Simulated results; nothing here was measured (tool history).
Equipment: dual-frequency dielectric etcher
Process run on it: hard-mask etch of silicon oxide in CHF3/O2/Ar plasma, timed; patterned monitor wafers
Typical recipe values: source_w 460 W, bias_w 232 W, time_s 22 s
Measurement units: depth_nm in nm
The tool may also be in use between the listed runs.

run     day  source_w  bias_w  time_s  read-back reference wafer on the same gauge, depth_nm  depth_nm
  1       0       460     232      20                                                  48.22     41.42
  2   0.338       460     232      20                                                  48.35     41.25
  3     0.7       460     232      20                                                  48.24      42.2
  4   1.171       460     232      22                                                  48.47     45.92
  5   1.558       460     232      22                                                  48.33     46.55
      2.517  -- source power generator calibrated
  6    2.75       460     232      22                                                  48.29      45.7
  7   3.325       460     232      22                                                  48.29     46.26
  8   4.025       460     232      22                                                  48.36     46.15
  9   4.529       460     232      22                                                  48.21     45.71
      4.829  -- gauge calibrated
      5.692  -- upper electrode replaced, of another model than before
 10   5.712       460     258    24.5                                                  48.29     54.71
 11   5.725       460     253      22                                                  48.22     49.05
 12   5.804       460     232      20                                                  48.26     41.75
      7.054  -- bias power generator calibrated
 13   7.104       460     232      22                                                  48.31     45.74
 14     7.9       460     269      22                                                  48.25     51.64
 15   8.183       460     264    16.5                                                   48.2      37.9
 16   8.888       400     232    24.5                                                  48.33     50.93
     10.112  -- wet clean of the chamber
 17  10.133       410     175      22                                                  48.25     35.56
 18  10.146       530     273      22                                                  48.22     51.39
 19  10.429       460     232      22                                                  48.35     44.73
 20  10.779       460     232      19                                                  48.34     38.59
 21    11.2       380     254    24.5                                                  48.36     50.01
 22  11.858       460     232      22                                                   48.3     44.58
 23  12.338       460     232      22                                                   48.3     44.49
 24  12.908       550     217      25                                                  48.24     51.01
 25  13.612       520     232      22                                                  48.21     46.44

Expected results for the next run?
 26  14.004       350     195      20                                                      ?         ?

read-back reference wafer on the same gauge, depth_nm: 48.4
depth_nm: 33.73 nm
The same run, on a tool lacking any hidden state, would have yielded depth_nm 33.57 nm.
